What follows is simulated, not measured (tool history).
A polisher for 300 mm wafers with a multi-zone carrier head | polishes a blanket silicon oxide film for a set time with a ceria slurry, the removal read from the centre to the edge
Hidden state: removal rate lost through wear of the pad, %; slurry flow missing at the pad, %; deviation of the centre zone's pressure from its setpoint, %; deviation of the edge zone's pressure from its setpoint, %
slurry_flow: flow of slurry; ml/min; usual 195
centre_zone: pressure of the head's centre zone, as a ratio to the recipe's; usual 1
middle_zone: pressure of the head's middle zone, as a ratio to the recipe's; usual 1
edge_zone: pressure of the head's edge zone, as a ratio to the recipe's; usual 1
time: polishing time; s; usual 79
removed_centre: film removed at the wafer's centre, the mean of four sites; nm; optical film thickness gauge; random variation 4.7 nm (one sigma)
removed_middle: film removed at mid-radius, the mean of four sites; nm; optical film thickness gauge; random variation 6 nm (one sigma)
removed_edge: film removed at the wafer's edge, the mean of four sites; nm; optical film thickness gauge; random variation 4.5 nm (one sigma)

run,hour,slurry_flow,centre_zone,middle_zone,edge_zone,time,wafers since the last listed run,wafers polished on this pad,hours since the slurry nozzle was cleaned,hours since the centre zone pressure was calibrated,hours since the edge zone pressure was calibrated,hours since the carrier head's membrane was replaced,"incoming thickness of the incoming film, nm",removed_centre,removed_middle,removed_edge
1,0,195,1,1,1,79,0,114,542.9,431.9,1242,765.2,1635.8,405.8,409.8,405.2
2,15.2,195,1,1,1,79,174,289,558.1,447.1,1257.2,780.4,1672.6,398.4,393.7,413.7
3,27,195,1,1,0.98,79,135,424,569.9,458.9,1269,792.2,1606.3,409.2,404.5,407
4,41.8,195,1,1,1,79,170,595,584.7,473.7,1283.8,807,1615.5,397.4,393.6,410.3
5,57.7,195,1,1,1,79,182,777,600.6,489.6,1299.7,822.9,1637.2,405.3,392.7,411.3
# hour 71.6: worn pad replaced by a new one
6,72.1,195,1,1,1,79,119,5,615,504,1314.1,837.3,1633.1,401.2,387.6,407.2
# hour 79.3: slurry nozzle cleaned
# hour 84: centre zone pressure recalibrated
7,84.5,195,1,1,1,79,108,113,5.2,0.5,1326.5,849.7,1672.9,441.4,431.3,437.3
# hour 118.3: edge zone pressure recalibrated
8,131.2,195,1,1,1,79,513,627,51.9,47.2,12.9,896.4,1637.6,431.5,414.6,432.4
9,141.5,210,1,1,1,79,118,745,62.2,57.5,23.2,906.7,1626.6,430.6,424.2,434.9
# hour 155.1: worn pad replaced by a new one
10,155.6,195,1,1,1,79,116,5,76.3,71.6,37.3,920.8,1638.1,430.4,429.8,421.4
11,162.7,210,1,1,1,79,81,87,83.4,78.7,44.4,927.9,1637.2,438.1,416.9,432.4
12,174.5,195,0.95,1,1.03,57,135,222,95.2,90.5,56.2,939.7,1634.6,299.9,301.6,307.1
13,192.1,165,1.05,0.89,1.05,79,202,425,112.8,108.1,73.8,957.3,1644.8,430.7,364.1,423.1
14,209.8,195,1,1,1,79,203,628,130.5,125.8,91.5,975,1623.8,433.4,422.8,427.8
# hour 219.1: carrier head's membrane replaced by a new one
15,225.7,195,1.09,1,1.05,79,125,753,146.4,141.7,107.4,6.6,1663,462,421.5,428.5
# hour 234.3: worn pad replaced by a new one
16,242.1,135,1,0.88,1.08,89,142,89,162.8,158.1,123.8,23,1629.5,445.8,390.1,460.4
17,254.1,195,1,1,1,65,137,227,174.8,170.1,135.8,35,1646.1,353,343.5,344.8
18,262.6,195,1,1,1,79,97,324,183.3,178.6,144.3,43.5,1624.3,430.8,406.5,428.9
19,270.1,195,1.09,1,1.05,79,86,411,190.8,186.1,151.8,51,1624.1,462.6,412.3,433.2
20,282.8,195,1,1.07,0.89,79,145,557,203.5,198.8,164.5,63.7,1620.6,430.7,439,408
21,299.3,195,0.9,1,1,102,189,746,220,215.3,181,80.2,1656.1,497.4,532,552
# hour 308.5: worn pad replaced by a new one
22,309,135,1,0.88,1.08,89,65,5,229.7,225,190.7,89.9,1640.8,429.1,388.4,458.4
23,321.2,195,1,0.92,1,79,140,145,241.9,237.2,202.9,102.1,1656.7,417.9,392.4,420

The same runs without the tool's hidden state, with the same run-to-run variation:
run,removed_centre,removed_middle,removed_edge
1,436.9,437.6,425.1
2,430.2,421.5,434.7
3,442.8,433.9,428.3
4,431.2,423.3,432.6
5,441.3,423.6,434.6
6,438.1,419.2,431
7,445,434.5,439.7
8,437.1,419.4,436.1
9,436.2,429.2,438.7
10,437.1,435.8,425.8
11,444.7,422.5,436.7
12,305.2,306.4,310.7
13,440.9,371.8,429.5
14,442.8,431,433.9
15,472.9,430.4,435.2
16,462.9,403.3,471.3
17,362.6,351.8,351
18,442.9,416.7,436.8
19,476.1,423.1,441.5
20,443.8,451.1,416.2
21,513.7,547.6,563.9
22,451.2,405.9,472.8
23,432.9,404.9,429.9
